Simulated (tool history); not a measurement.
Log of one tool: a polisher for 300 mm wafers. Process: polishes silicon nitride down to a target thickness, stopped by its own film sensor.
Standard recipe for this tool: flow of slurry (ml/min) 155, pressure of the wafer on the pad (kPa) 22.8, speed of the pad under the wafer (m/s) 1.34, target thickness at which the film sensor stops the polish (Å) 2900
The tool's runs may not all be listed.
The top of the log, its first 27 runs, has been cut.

run	hour	flow of slurry (ml/min)	pressure of the wafer on the pad (kPa)	speed of the pad under the wafer (m/s)	target thickness at which the film sensor stops the polish (Å)	incoming thickness of the incoming film, nm	time until the film sensor stopped the polish (s)
28	1171.1	155	24.8	1.34	2320	508.7	150.4
# hour 1202.0: slurry nozzle cleaned
29	1210.1	140	18.6	1.66	2580	519.4	150.6
# hour 1229.9: worn pad replaced by a new one
30	1269.5	180	22.8	1.34	2900	512.4	121.2
31	1338.5	200	15.9	1.34	2900	506.2	168.5
32	1410.4	180	19.3	1.00	2580	507.7	205.3
33	1474.4	180	25.5	1.64	2160	511.7	129.5
# hour 1504.1: worn pad replaced by a new one
34	1504.5	155	22.8	1.34	2900	500.0	125.0
# hour 1533.0: slurry nozzle cleaned
35	1549.3	115	22.8	1.62	2460	513.4	131.9

Alternative continuations, all from the tool just after run 35; predict every row:
A	1549.7	155	22.8	1.34	2360	510.7	?
B	1549.7	195	14.5	1.20	2200	510.7	?
C	1549.7	185	27.6	1.12	2900	510.7	?
D	1549.7	155	20.0	1.34	3520	510.7	?

run	time until the film sensor stopped the polish (s)
A	151.8
B	266.4
C	113.0
D	99.8
With no hidden state in the tool, these same runs would have given:
run	time until the film sensor stopped the polish (s)
A	150.8
B	265.0
C	112.4
D	99.2

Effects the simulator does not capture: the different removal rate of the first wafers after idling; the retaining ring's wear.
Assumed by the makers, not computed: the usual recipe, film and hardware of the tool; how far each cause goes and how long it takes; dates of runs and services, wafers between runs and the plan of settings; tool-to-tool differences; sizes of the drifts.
